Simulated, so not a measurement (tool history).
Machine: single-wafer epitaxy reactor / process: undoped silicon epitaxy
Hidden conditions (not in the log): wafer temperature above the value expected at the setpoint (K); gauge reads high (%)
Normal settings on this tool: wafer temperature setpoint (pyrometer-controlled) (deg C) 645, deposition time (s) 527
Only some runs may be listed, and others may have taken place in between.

run,hour,wafer temperature setpoint (pyrometer-controlled) (deg C),deposition time (s),wafers since the last listed run,hours since the last pyrometer calibration,hours since the gauge calibration,"read-back reference wafer on the same gauge, thickness_nm",mean film thickness on the monitor wafer (angstrom)
1,0.0,654,575,0,1630.9,16.5,76.308,1167.70
2,24.9,654,575,124,1655.8,41.4,76.240,1169.07
3,44.6,654,575,98,1675.5,61.1,76.317,1170.19
4,74.0,645,572,147,1704.9,90.5,76.339,954.66
5,94.5,645,572,102,1725.4,111.0,76.324,961.58
6,125.6,645,572,155,1756.5,142.1,76.261,962.98
7,163.1,645,527,187,1794.0,179.6,76.356,887.04
8,197.1,645,479,170,1828.0,213.6,76.301,812.68
9,216.2,645,479,95,1847.1,232.7,76.352,816.31
10,249.5,645,527,166,1880.4,266.0,76.309,893.11
11,322.5,653,623,365,1953.4,339.0,76.318,1279.83
# hour 329.9: gauge calibrated
12,354.5,652,615,160,1985.4,24.6,76.307,1244.91
13,371.0,659,554,82,2001.9,41.1,76.271,1305.04
# hour 391.9: pyrometer calibrated
14,392.4,641,598,67,0.5,62.5,76.292,816.46
15,410.6,645,466,91,18.7,80.7,76.307,693.59
16,424.3,634,615,68,32.4,94.4,76.345,714.06
17,447.2,650,451,114,55.3,117.3,76.321,751.54
18,482.2,645,471,175,90.3,152.3,76.283,703.77
19,511.1,645,527,144,119.2,181.2,76.298,788.10

Alternative continuations, all from the tool just after run 19; predict every row:
A,511.6,645,527,2,119.7,181.7,?,?
B,511.6,636,563,2,119.7,181.7,?,?
C,511.6,652,592,2,119.7,181.7,?,?
D,511.6,634,563,2,119.7,181.7,?,?
E,511.6,657,425,2,119.7,181.7,?,?

run,"read-back reference wafer on the same gauge, thickness_nm",mean film thickness on the monitor wafer (angstrom)
A,76.310,784.09
B,76.310,682.36
C,76.310,1030.19
D,76.310,651.59
E,76.310,825.93
Take away the tool's hidden state, keep each run's random variation, and the runs would have read:
run,mean film thickness on the monitor wafer (angstrom)
A,793.98
B,691.14
C,1042.97
D,660.01
E,836.06

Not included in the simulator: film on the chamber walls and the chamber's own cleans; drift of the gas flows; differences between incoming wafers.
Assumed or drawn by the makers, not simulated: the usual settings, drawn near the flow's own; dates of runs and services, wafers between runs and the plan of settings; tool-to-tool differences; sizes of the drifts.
